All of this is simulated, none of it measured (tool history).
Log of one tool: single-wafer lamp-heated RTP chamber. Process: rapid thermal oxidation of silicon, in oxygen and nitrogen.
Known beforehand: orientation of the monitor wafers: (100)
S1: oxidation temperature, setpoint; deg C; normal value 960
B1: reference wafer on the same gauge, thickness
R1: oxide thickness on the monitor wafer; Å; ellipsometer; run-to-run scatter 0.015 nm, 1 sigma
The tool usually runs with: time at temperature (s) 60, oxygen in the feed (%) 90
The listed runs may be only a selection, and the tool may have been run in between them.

{"run": 1, "hour": 0.0, "S1": 960, "time at temperature (s)": 60, "oxygen in the feed (%)": 90, "B1": 5.081, "R1": 45.95}
{"run": 2, "hour": 84.9, "S1": 960, "time at temperature (s)": 60, "oxygen in the feed (%)": 90, "B1": 5.081, "R1": 45.67}
{"run": 3, "hour": 99.9, "S1": 960, "time at temperature (s)": 60, "oxygen in the feed (%)": 90, "B1": 5.08, "R1": 45.85}
{"run": 4, "hour": 131.4, "S1": 960, "time at temperature (s)": 60, "oxygen in the feed (%)": 90, "B1": 5.086, "R1": 45.8}
{"run": 5, "hour": 149.3, "S1": 960, "time at temperature (s)": 60, "oxygen in the feed (%)": 90, "B1": 5.082, "R1": 45.8}
{"run": 6, "hour": 178.6, "S1": 960, "time at temperature (s)": 60, "oxygen in the feed (%)": 90, "B1": 5.079, "R1": 45.79}
{"hour": 214.1, "done": "oxygen flow controller replaced"}
{"run": 7, "hour": 214.6, "S1": 960, "time at temperature (s)": 49, "oxygen in the feed (%)": 90, "B1": 5.077, "R1": 42.04}
{"run": 8, "hour": 243.9, "S1": 960, "time at temperature (s)": 49, "oxygen in the feed (%)": 90, "B1": 5.078, "R1": 42.17}
{"hour": 276.5, "done": "pyrometer window cleaned and pyrometer calibrated"}
{"run": 9, "hour": 279.4, "S1": 960, "time at temperature (s)": 49, "oxygen in the feed (%)": 90, "B1": 5.079, "R1": 44.06}
{"run": 10, "hour": 303.0, "S1": 960, "time at temperature (s)": 60, "oxygen in the feed (%)": 90, "B1": 5.08, "R1": 47.83}
{"hour": 310.1, "done": "gauge calibrated"}
{"run": 11, "hour": 319.5, "S1": 936, "time at temperature (s)": 52, "oxygen in the feed (%)": 76, "B1": 5.085, "R1": 36.44}
{"run": 12, "hour": 351.2, "S1": 960, "time at temperature (s)": 49, "oxygen in the feed (%)": 90, "B1": 5.076, "R1": 44.39}
{"run": 13, "hour": 373.1, "S1": 960, "time at temperature (s)": 60, "oxygen in the feed (%)": 90, "B1": 5.088, "R1": 48.18}
{"hour": 383.8, "done": "pyrometer window cleaned and pyrometer calibrated, repeated, since the last time left the tool worse"}
{"run": 14, "hour": 389.4, "S1": 986, "time at temperature (s)": 60, "oxygen in the feed (%)": 98, "B1": 5.078, "R1": 54.89}
{"run": 15, "hour": 407.6, "S1": 960, "time at temperature (s)": 60, "oxygen in the feed (%)": 90, "B1": 5.08, "R1": 44.53}
{"run": 16, "hour": 443.6, "S1": 935, "time at temperature (s)": 49, "oxygen in the feed (%)": 98, "B1": 5.08, "R1": 35.38}
{"run": 17, "hour": 457.1, "S1": 960, "time at temperature (s)": 36, "oxygen in the feed (%)": 98, "B1": 5.08, "R1": 37.33}
{"run": 18, "hour": 469.5, "S1": 979, "time at temperature (s)": 60, "oxygen in the feed (%)": 90, "B1": 5.078, "R1": 51.22}

What does the tool deliver on the next run?
{"run": 19, "hour": 482.6, "S1": 960, "time at temperature (s)": 60, "oxygen in the feed (%)": 80, "B1": "?", "R1": "?"}

Logged for run 19: B1 5.083, R1 42.79 Å.
Minus the tool's unlogged condition, the same run would have read R1 42.27 Å.
